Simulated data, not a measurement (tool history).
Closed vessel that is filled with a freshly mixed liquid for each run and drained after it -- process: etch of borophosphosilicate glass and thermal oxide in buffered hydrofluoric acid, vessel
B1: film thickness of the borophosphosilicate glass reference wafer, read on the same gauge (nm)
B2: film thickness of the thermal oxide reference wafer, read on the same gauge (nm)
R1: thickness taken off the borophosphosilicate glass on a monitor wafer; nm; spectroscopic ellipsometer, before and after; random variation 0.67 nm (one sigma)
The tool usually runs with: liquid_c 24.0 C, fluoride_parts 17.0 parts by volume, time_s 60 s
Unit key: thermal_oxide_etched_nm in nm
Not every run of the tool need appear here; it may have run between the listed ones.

Run 1, hour 0.0: usual settings; B1 109.99; B2 139.98. Result: R1 81.07 nm, thermal_oxide_etched_nm 44.42 nm.
Run 2, hour 14.4: usual settings; B1 109.97; B2 140.02. Result: R1 81.20 nm, thermal_oxide_etched_nm 44.61 nm.
Run 3, hour 21.6: usual settings but fluoride_parts 21.0 parts by volume; B1 110.00; B2 140.00. Result: R1 67.39 nm, thermal_oxide_etched_nm 36.38 nm.
Run 4, hour 31.8: usual settings but fluoride_parts 21.0 parts by volume; B1 110.03; B2 140.04. Result: R1 67.72 nm, thermal_oxide_etched_nm 36.57 nm.
Run 5, hour 40.8: usual settings but fluoride_parts 21.0 parts by volume; B1 109.99; B2 139.99. Result: R1 66.86 nm, thermal_oxide_etched_nm 36.47 nm.
Run 6, hour 57.5: usual settings; B1 110.02; B2 139.98. Result: R1 81.44 nm, thermal_oxide_etched_nm 44.26 nm.
Run 7, hour 68.2: usual settings; B1 110.00; B2 139.98. Result: R1 82.00 nm, thermal_oxide_etched_nm 44.26 nm.
Run 8, hour 80.1: usual settings; B1 110.01; B2 139.99. Result: R1 80.10 nm, thermal_oxide_etched_nm 44.40 nm.
Run 9, hour 90.7: usual settings but liquid_c 22.0 C, fluoride_parts 14.0 parts by volume; B1 110.02; B2 139.99. Result: R1 88.57 nm, thermal_oxide_etched_nm 47.73 nm.
Run 10, hour 107.8: usual settings but liquid_c 27.0 C, fluoride_parts 21.5 parts by volume; B1 110.01; B2 140.03. Result: R1 77.37 nm, thermal_oxide_etched_nm 41.54 nm.
Run 11, hour 119.0: usual settings but liquid_c 22.5 C, time_s 50 s; B1 109.97; B2 140.00. Result: R1 62.45 nm, thermal_oxide_etched_nm 33.46 nm.
Run 12, hour 132.6: usual settings but fluoride_parts 13.0 parts by volume; B1 110.00; B2 140.04. Result: R1 104.86 nm, thermal_oxide_etched_nm 57.36 nm.
Run 13, hour 139.6: usual settings but liquid_c 25.5 C, fluoride_parts 23.0 parts by volume, time_s 80 s; B1 109.99; B2 140.00. Result: R1 91.28 nm, thermal_oxide_etched_nm 49.68 nm.
Run 14, hour 147.8: usual settings; B1 110.02; B2 139.99. Result: R1 81.77 nm, thermal_oxide_etched_nm 43.96 nm.
Run 15, hour 155.9: usual settings but fluoride_parts 23.0 parts by volume; B1 110.03; B2 139.99. Result: R1 62.75 nm, thermal_oxide_etched_nm 33.91 nm.
Run 16, hour 169.0: usual settings; B1 109.97; B2 140.02. Result: R1 80.63 nm, thermal_oxide_etched_nm 43.99 nm.
Run 17, hour 186.6: usual settings but liquid_c 20.5 C; B1 109.98; B2 140.01. Result: R1 67.21 nm, thermal_oxide_etched_nm 36.66 nm.
Run 18, hour 196.8: usual settings; B1 110.00; B2 140.03. Result: R1 81.22 nm, thermal_oxide_etched_nm 43.79 nm.
Run 19, hour 209.9: usual settings but liquid_c 28.5 C, time_s 45 s; B1 109.97; B2 139.94. Result: R1 77.10 nm, thermal_oxide_etched_nm 41.87 nm.
Run 20, hour 217.1: usual settings but liquid_c 21.5 C, fluoride_parts 13.0 parts by volume, time_s 30 s; B1 109.98; B2 140.02. Result: R1 46.28 nm, thermal_oxide_etched_nm 25.16 nm.
Run 21, hour 226.4: usual settings; B1 110.01; B2 139.99. Result: R1 82.06 nm, thermal_oxide_etched_nm 44.04 nm.
Run 22, hour 235.9: usual settings but liquid_c 27.0 C; B1 110.00; B2 139.99. Result: R1 95.83 nm, thermal_oxide_etched_nm 51.65 nm.
Run 23, hour 245.5: usual settings but liquid_c 22.0 C; B1 109.98; B2 140.00. Result: R1 72.41 nm, thermal_oxide_etched_nm 38.79 nm.
Run 24, hour 256.1: usual settings; B1 110.01; B2 140.04. Result: R1 80.38 nm, thermal_oxide_etched_nm 43.91 nm.
Run 25, hour 273.5: usual settings but time_s 90 s; B1 110.03; B2 139.99. Result: R1 122.01 nm, thermal_oxide_etched_nm 66.06 nm.
Run 26, hour 288.5: usual settings but fluoride_parts 12.5 parts by volume, time_s 40 s; B1 109.98; B2 139.99. Result: R1 74.16 nm, thermal_oxide_etched_nm 39.84 nm.

Taken out of this log: 3 entries between the listed runs. Where each belongs, and how the hidden state differs across it:
After run 5, before run 6: thermometer replaced (hour 43.2)
  nothing in the hidden state changes from one run to the other
After run 11, before run 12: hydrofluoric acid flow meter replaced (hour 121.4)
  nothing in the hidden state changes from one run to the other
After run 16, before run 17: gauge calibrated (hour 174.2)
  nothing in the hidden state changes from one run to the other
